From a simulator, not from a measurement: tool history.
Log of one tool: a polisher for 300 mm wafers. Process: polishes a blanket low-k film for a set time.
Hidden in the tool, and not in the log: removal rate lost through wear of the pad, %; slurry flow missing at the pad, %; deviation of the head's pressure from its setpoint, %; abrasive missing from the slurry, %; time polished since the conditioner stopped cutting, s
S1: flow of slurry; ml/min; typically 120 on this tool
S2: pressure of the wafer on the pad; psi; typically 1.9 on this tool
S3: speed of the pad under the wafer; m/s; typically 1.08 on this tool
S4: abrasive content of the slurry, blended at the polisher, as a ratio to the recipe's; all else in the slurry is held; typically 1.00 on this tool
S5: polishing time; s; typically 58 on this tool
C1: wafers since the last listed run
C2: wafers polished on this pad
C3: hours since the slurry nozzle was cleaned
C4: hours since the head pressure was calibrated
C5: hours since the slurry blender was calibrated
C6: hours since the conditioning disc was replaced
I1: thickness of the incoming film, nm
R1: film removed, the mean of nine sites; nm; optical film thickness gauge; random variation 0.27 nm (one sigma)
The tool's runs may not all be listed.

run	hour	S1	S2	S3	S4	S5	C1	C2	C3	C4	C5	C6	I1	R1
1	0.0	120	1.9	1.08	1.00	58	0	1279	267.1	994.0	264.7	157.8	395.9	23.8
2	25.0	120	1.9	1.08	1.00	58	208	1487	292.1	1019.0	289.7	182.8	396.2	23.3
3	45.5	120	1.9	1.08	1.00	58	171	1658	312.6	1039.5	310.2	203.3	395.9	23.0
4	69.9	120	1.9	1.08	1.00	58	203	1862	337.0	1063.9	334.6	227.7	399.9	23.5
# hour 74.7: worn pad replaced by a new one
5	85.7	120	1.9	1.08	1.10	58	98	91	352.8	1079.7	350.4	243.5	399.1	24.5
# hour 97.7: head pressure recalibrated
6	102.7	120	2.1	1.40	0.80	42	125	216	369.8	5.0	367.4	260.5	406.3	18.6
7	121.5	120	1.9	1.08	1.00	64	156	373	388.6	23.8	386.2	279.3	401.8	25.9
8	134.7	120	2.4	1.22	0.85	58	110	483	401.8	37.0	399.4	292.5	395.8	27.4
# hour 149.8: slurry nozzle cleaned
9	159.0	120	1.9	1.16	1.00	58	194	678	9.2	61.3	423.7	316.8	401.5	24.2
10	185.1	120	1.9	1.20	1.00	74	217	896	35.3	87.4	449.8	342.9	397.7	32.1
# hour 204.1: slurry blender recalibrated
11	212.9	105	1.9	1.08	1.00	67	215	1111	63.1	115.2	8.8	370.7	399.6	25.9
# hour 250.1: conditioning disc replaced and pad reconditioned
12	250.6	95	2.4	1.18	1.00	39	297	1409	100.8	152.9	46.5	0.5	394.2	20.4
13	283.6	120	1.6	1.24	0.85	77	275	1684	133.8	185.9	79.5	33.5	398.8	25.6
# hour 289.0: worn pad replaced by a new one
14	295.8	120	1.9	1.08	1.15	69	68	56	146.0	198.1	91.7	45.7	401.4	30.3
15	331.7	120	1.9	1.08	1.20	58	299	356	181.9	234.0	127.6	81.6	404.0	26.5
16	345.5	120	1.4	0.72	1.15	72	115	471	195.7	247.8	141.4	95.4	398.7	17.9
17	380.7	120	1.9	1.08	1.00	58	293	765	230.9	283.0	176.6	130.6	399.9	23.3
18	407.2	120	2.1	1.08	0.80	58	221	986	257.4	309.5	203.1	157.1	406.6	20.3
19	426.5	120	1.9	1.08	1.00	58	161	1147	276.7	328.8	222.4	176.4	398.5	23.1
20	441.2	120	1.9	1.08	1.00	58	122	1270	291.4	343.5	237.1	191.1	405.7	23.5
21	468.1	120	1.9	1.08	1.00	58	224	1494	318.3	370.4	264.0	218.0	397.8	23.4
22	492.8	90	1.9	1.08	1.00	58	206	1700	343.0	395.1	288.7	242.7	404.5	21.8
# hour 504.2: worn pad replaced by a new one
23	505.1	120	1.9	1.16	1.00	58	69	7	355.3	407.4	301.0	255.0	397.7	24.9

Expected results for the next run?
24	526.1	135	1.9	1.08	1.00	64	175	182	376.3	428.4	322.0	276.0	400.8	?

Logged for run 24: R1 26.0 nm.
The same run, on a tool lacking any hidden state, would have yielded R1 26.0 nm.
